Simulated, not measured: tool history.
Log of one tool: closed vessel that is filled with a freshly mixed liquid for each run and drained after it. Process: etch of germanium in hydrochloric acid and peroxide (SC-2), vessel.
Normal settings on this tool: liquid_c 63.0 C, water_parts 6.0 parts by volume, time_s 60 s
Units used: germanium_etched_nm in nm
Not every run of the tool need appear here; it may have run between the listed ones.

run   hour  liquid_c  water_parts  time_s  wafers since the last listed run  hours since the thermometer was replaced  hours since the chemicals flow meter was replaced  hours since the drum of peroxide was connected  hours since the gauge calibration  read-back film thickness of the germanium reference wafer, read on the same gauge (nm)  germanium_etched_nm
  1    0.0      58.0          6.0      60                                 0                                    2433.6                                              552.9                                           320.8                              392.4                                                                                  119.97               101.05
  2   22.3      58.0          6.0      60                              2982                                    2455.9                                              575.2                                           343.1                              414.7                                                                                  119.99               102.22
      48.9  -- gauge calibrated
  3   51.9      63.0          6.0      60                              3958                                    2485.5                                              604.8                                           372.7                                3.0                                                                                  120.05               116.76
  4   70.9      63.0          6.0      60                              2541                                    2504.5                                              623.8                                           391.7                               22.0                                                                                  120.03               117.16
  5  165.8      63.0          6.0      60                             12692                                    2599.4                                              718.7                                           486.6                              116.9                                                                                  120.00               117.26
     176.5  -- thermometer replaced
  6  184.8      63.0          6.0      60                              2407                                       8.3                                              737.7                                           505.6                              135.9                                                                                  120.03               117.39
  7  198.9      63.0          6.0      75                              1885                                      22.4                                              751.8                                           519.7                              150.0                                                                                  119.94               148.31
  8  222.1      63.0          6.0      75                              3102                                      45.6                                              775.0                                           542.9                              173.2                                                                                  120.01               147.39
  9  250.3      63.0          7.5      60                              3771                                      73.8                                              803.2                                           571.1                              201.4                                                                                  119.99               115.83
 10  278.8      63.0          6.0      60                              3811                                     102.3                                              831.7                                           599.6                              229.9                                                                                  119.99               116.39
 11  312.2      63.0          6.0      60                              4467                                     135.7                                              865.1                                           633.0                              263.3                                                                                  120.02               116.17
 12  324.3      63.0          5.0      60                              1618                                     147.8                                              877.2                                           645.1                              275.4                                                                                  120.04               118.31
     365.4  -- chemicals flow meter replaced
     428.8  -- new drum of peroxide connected
 13  430.3      63.0          6.0      60                             13909                                     253.8                                               64.9                                             1.5                              381.4                                                                                  120.04               116.03
 14  443.1      54.5          6.0      75                              1711                                     266.6                                               77.7                                            14.3                              394.2                                                                                  120.00               113.01
 15  465.2      71.5          7.5      60                              2955                                     288.7                                               99.8                                            36.4                              416.3                                                                                  120.00               147.14
 16  477.3      63.0          6.0      60                              1618                                     300.8                                              111.9                                            48.5                              428.4                                                                                  119.97               118.89
     490.0  -- gauge calibrated
 17  504.3      63.0          6.0      60                              3611                                     327.8                                              138.9                                            75.5                               14.3                                                                                  120.00               118.11
 18  516.5      72.0          8.5      60                              1631                                     340.0                                              151.1                                            87.7                               26.5                                                                                  120.02               147.95
 19  528.8      57.0          6.0      30                              1645                                     352.3                                              163.4                                           100.0                               38.8                                                                                  120.04                48.89
 20  557.8      60.0          6.0      50                              3878                                     381.3                                              192.4                                           129.0                               67.8                                                                                  119.96                90.05
 21  580.9      67.5          6.0      60                              3089                                     404.4                                              215.5                                           152.1                               90.9                                                                                  120.01               134.03
 22  595.3      63.0          6.0      60                              1925                                     418.8                                              229.9                                           166.5                              105.3                                                                                  119.98               118.03
 23  619.8      63.0          6.0      60                              3276                                     443.3                                              254.4                                           191.0                              129.8                                                                                  119.97               118.61
 24  647.2      68.0          4.0      35                              3664                                     470.7                                              281.8                                           218.4                              157.2                                                                                  119.97                80.26
 25  669.4      63.0          6.0      60                              2969                                     492.9                                              304.0                                           240.6                              179.4                                                                                  120.01               117.98
 26  686.3      63.0          4.0      30                              2260                                     509.8                                              320.9                                           257.5                              196.3                                                                                  120.01                59.26
 27  714.9      63.0          6.0      60                              3825                                     538.4                                              349.5                                           286.1                              224.9                                                                                  120.06               116.96
 28  741.7      69.5          7.5      35                              3584                                     565.2                                              376.3                                           312.9                              251.7                                                                                  120.03                81.95
 29  758.6      66.5          4.0      60                              2260                                     582.1                                              393.2                                           329.8                              268.6                                                                                  120.02               133.46

5 options for the next run, each taken on its own from the tool as it stands now. Forecast them:
  A  759.3      63.0          6.0      60                                93                                     582.8                                              393.9                                           330.5                              269.3                                                                                       ?                    ?
  B  759.3      68.5          7.0      60                                93                                     582.8                                              393.9                                           330.5                              269.3                                                                                       ?                    ?
  C  759.3      63.0          4.0      60                                93                                     582.8                                              393.9                                           330.5                              269.3                                                                                       ?                    ?
  D  759.3      63.0          5.0      80                                93                                     582.8                                              393.9                                           330.5                              269.3                                                                                       ?                    ?
  E  759.3      68.5          5.0      60                                93                                     582.8                                              393.9                                           330.5                              269.3                                                                                       ?                    ?

run  read-back film thickness of the germanium reference wafer, read on the same gauge (nm)  germanium_etched_nm
  A                                                                                  119.98               117.66
  B                                                                                  119.98               136.54
  C                                                                                  119.98               119.25
  D                                                                                  119.98               158.11
  E                                                                                  119.98               139.14
Without the tool's hidden state the same runs would have given:
run  germanium_etched_nm
  A               117.66
  B               136.54
  C               119.25
  D               158.11
  E               139.14
